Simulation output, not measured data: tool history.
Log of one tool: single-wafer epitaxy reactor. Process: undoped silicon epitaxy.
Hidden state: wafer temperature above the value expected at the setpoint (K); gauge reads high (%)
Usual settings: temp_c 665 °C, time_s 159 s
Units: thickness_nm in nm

run    hour  temp_c  time_s  wafers since the last listed run  hours since the last pyrometer calibration  hours since the gauge calibration  read-back reference wafer on the same gauge, thickness_nm  thickness_nm
  1       0     675     159                                 0                                      1056.9                              599.5                                                     37.368        42.653
  2    46.2     665     176                               311                                      1103.1                              645.7                                                     37.387        39.286
  3     116     665     176                               471                                      1172.9                              715.5                                                     37.362        39.529
  4   180.5     665     159                               435                                      1237.4                                780                                                     37.423        35.679
  5   242.7     665     159                               419                                      1299.6                              842.2                                                     37.402        35.576
  6   267.3     665     159                               166                                      1324.2                              866.8                                                     37.398        35.819
  7   324.5     665     159                               386                                      1381.4                                924                                                     37.423        35.583
  8   367.9     665     159                               292                                      1424.8                              967.4                                                       37.4        35.785
  9   412.4     665     159                               300                                      1469.3                             1011.9                                                     37.421        35.748
 10   475.3     665     159                               424                                      1532.2                             1074.8                                                     37.413        35.667
 11   499.5     660     141                               163                                      1556.4                               1099                                                     37.396        28.771
 12   565.6     665     159                               446                                      1622.5                             1165.1                                                     37.411        35.728
 13   601.8     665     159                               244                                      1658.7                             1201.3                                                     37.389        35.748
        710  -- gauge calibrated
 14   712.4     665     159                               746                                      1769.3                                2.4                                                     37.406         35.78
 15   775.1     653     190                               423                                        1832                               65.1                                                     37.421        34.197
 16   818.6     665     159                               293                                      1875.5                              108.6                                                      37.39        35.821
 17   869.2     665     159                               341                                      1926.1                              159.2                                                     37.396        35.908
 18   895.7     665     159                               178                                      1952.6                              185.7                                                     37.377        35.698
      917.3  -- pyrometer calibrated
 19   948.1     673     138                               299                                        30.8                              238.1                                                     37.389        34.854
 20   988.5     657     143                               272                                        71.2                              278.5                                                     37.427        26.885
 21  1014.5     673     138                               175                                        97.2                              304.5                                                     37.404        35.199
 22  1069.2     659     138                               369                                       151.9                              359.2                                                     37.396        27.145
 23  1137.2     652     185                               459                                       219.9                              427.2                                                     37.399        31.879
 24  1198.6     665     159                               414                                       281.3                              488.6                                                     37.393        35.113
 25  1250.4     657     159                               349                                       333.1                              540.4                                                     37.414        30.322
 26  1283.3     665     159                               222                                         366                              573.3                                                     37.416        35.184
 27  1322.5     657     178                               264                                       405.2                              612.5                                                     37.386        33.979
 28  1367.8     673     159                               305                                       450.5                              657.8                                                     37.364        40.724
 29  1427.3     674     141                               401                                         510                              717.3                                                     37.425        36.973

What the log doesn't show, run by run:
gauge reads high (%): 0 in every run
H1: wafer temperature above the value expected at the setpoint (K)
run      H1
  1    1.34
  2    1.36
  3    1.39
  4    1.42
  5    1.44
  6    1.45
  7    1.47
  8    1.48
  9    1.49
 10    1.51
 11    1.51
 12    1.53
 13    1.53
 14    1.55
 15    1.56
 16    1.57
 17    1.58
 18    1.58
 19  0.0636
 20   0.152
 21   0.207
 22   0.314
 23   0.436
 24   0.536
 25   0.613
 26   0.659
 27   0.711
 28   0.768
 29   0.836

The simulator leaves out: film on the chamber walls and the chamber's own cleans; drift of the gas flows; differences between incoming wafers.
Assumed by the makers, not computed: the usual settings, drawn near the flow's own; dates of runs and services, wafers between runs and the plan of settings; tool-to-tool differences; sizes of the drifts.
